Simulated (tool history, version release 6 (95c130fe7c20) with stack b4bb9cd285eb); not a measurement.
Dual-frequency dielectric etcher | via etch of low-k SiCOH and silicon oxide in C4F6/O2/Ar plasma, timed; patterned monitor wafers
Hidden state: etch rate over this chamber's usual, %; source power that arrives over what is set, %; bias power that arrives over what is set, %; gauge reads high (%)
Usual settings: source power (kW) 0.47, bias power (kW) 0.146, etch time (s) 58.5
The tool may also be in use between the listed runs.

run     day  source power (kW)  bias power (kW)  etch time (s)  wafers since the last listed run  hours since the last wet clean  hours since the last source power generator calibration  hours since the last bias power generator calibration  hours since the last upper electrode change  hours since the gauge calibration  read-back reference wafer on the same gauge, depth_nm  mean etch depth across the wafer (angstrom)
  1       0               0.47            0.146           67.5                                 0                           289.9                                                   3701.6                                                 1520.8                                       5590.1                               1772                                                  118.1                                         1689
  2   3.271               0.47            0.146           67.5                               996                           368.4                                                   3780.1                                                 1599.3                                       5668.6                             1850.5                                                    118                                         1692
  3    5.15               0.47            0.146           67.5                               572                           413.5                                                   3825.2                                                 1644.4                                       5713.7                             1895.6                                                    118                                         1688
  4   8.842               0.47            0.146             69                              1124                           502.1                                                   3913.8                                                   1733                                       5802.3                             1984.2                                                    118                                         1733
  5  12.929               0.47            0.146           58.5                              1245                           600.2                                                   4011.9                                                 1831.1                                       5900.4                             2082.3                                                    118                                         1467
     16.542  -- wet clean of the chamber
  6  16.562               0.47            0.146           58.5                               802                             0.5                                                   4099.1                                                 1918.3                                       5987.6                             2169.5                                                  118.1                                         1463
  7  17.725               0.47            0.146           58.5                               354                            28.4                                                     4127                                                 1946.2                                       6015.5                             2197.4                                                    118                                         1460
     18.892  -- source power generator calibrated
  8  26.321               0.47            0.146           58.5                              2567                           234.7                                                    178.3                                                 2152.5                                       6221.8                             2403.7                                                    118                                         1464
  9  29.379               0.47            0.146           58.5                               931                           308.1                                                    251.7                                                 2225.9                                       6295.2                             2477.1                                                    118                                         1464
 10  32.371               0.36            0.146           58.5                               911                           379.9                                                    323.5                                                 2297.7                                         6367                             2548.9                                                    118                                         1382
     37.492  -- upper electrode replaced
 11  43.538               0.47            0.146           58.5                              3096                           647.9                                                    591.5                                                 2565.7                                        145.1                             2816.9                                                    118                                         1476
     46.438  -- wet clean of the chamber
 12  46.458               0.47            0.146           58.5                               585                             0.5                                                    661.6                                                 2635.8                                        215.2                               2887                                                  117.9                                         1471
 13  49.854               0.47            0.146           58.5                              1034                              82                                                    743.1                                                 2717.3                                        296.7                             2968.5                                                    118                                         1472
     52.654  -- bias power generator calibrated
 14  53.542               0.36             0.18             52                              1072                           170.5                                                    831.6                                                   21.3                                        385.2                               3057                                                    118                                         1284
     53.562  -- gauge calibrated
 15  55.746               0.37            0.146           48.5                               671                           223.4                                                    884.5                                                   74.2                                        438.1                               52.4                                                    118                                         1136
 16  57.867               0.47            0.146           58.5                               645                           274.3                                                    935.4                                                  125.1                                          489                              103.3                                                    118                                         1453
 17  62.067               0.58            0.158           58.5                              1279                           375.1                                                   1036.2                                                  225.9                                        589.8                              204.1                                                  118.1                                         1573
 18  63.938               0.59            0.133           74.5                               569                             420                                                   1081.1                                                  270.8                                        634.7                                249                                                    118                                         1920
 19  66.288               0.47            0.111           58.5                               715                           476.4                                                   1137.5                                                  327.2                                        691.1                              305.4                                                    118                                         1351
 20  71.604               0.56            0.146           58.5                              1619                             604                                                   1265.1                                                  454.8                                        818.7                                433                                                    118                                         1519
     76.246  -- wet clean of the chamber
 21  76.267               0.47            0.146           69.5                              1115                             0.5                                                     1377                                                  566.7                                        930.6                              544.9                                                    118                                         1731
 22  79.358               0.47            0.146             44                               941                            74.7                                                   1451.2                                                  640.9                                       1004.8                              619.1                                                    118                                         1096
 23  82.625               0.42            0.164             45                               994                           153.1                                                   1529.6                                                  719.3                                       1083.2                              697.5                                                    118                                         1117
 24  84.238               0.47            0.146           58.5                               491                           191.8                                                   1568.3                                                    758                                       1121.9                              736.2                                                  117.9                                         1455
 25  88.412               0.52            0.121             44                              1271                             292                                                   1668.5                                                  858.2                                       1222.1                              836.4                                                  118.1                                         1068
 26  90.596               0.41            0.162           73.5                               665                           344.4                                                   1720.9                                                  910.6                                       1274.5                              888.8                                                  118.1                                         1815

Forecast run 27:
 27   93                0.4            0.182             47                               732                           402.1                                                   1778.6                                                  968.3                                       1332.2                              946.5                                                      ?                                            ?

{"run 27": {"read-back reference wafer on the same gauge, depth_nm": 118, "mean etch depth across the wafer (angstrom)": 1194}}
Without the tool's hidden state the same run would have given mean etch depth across the wafer (angstrom) 1194.
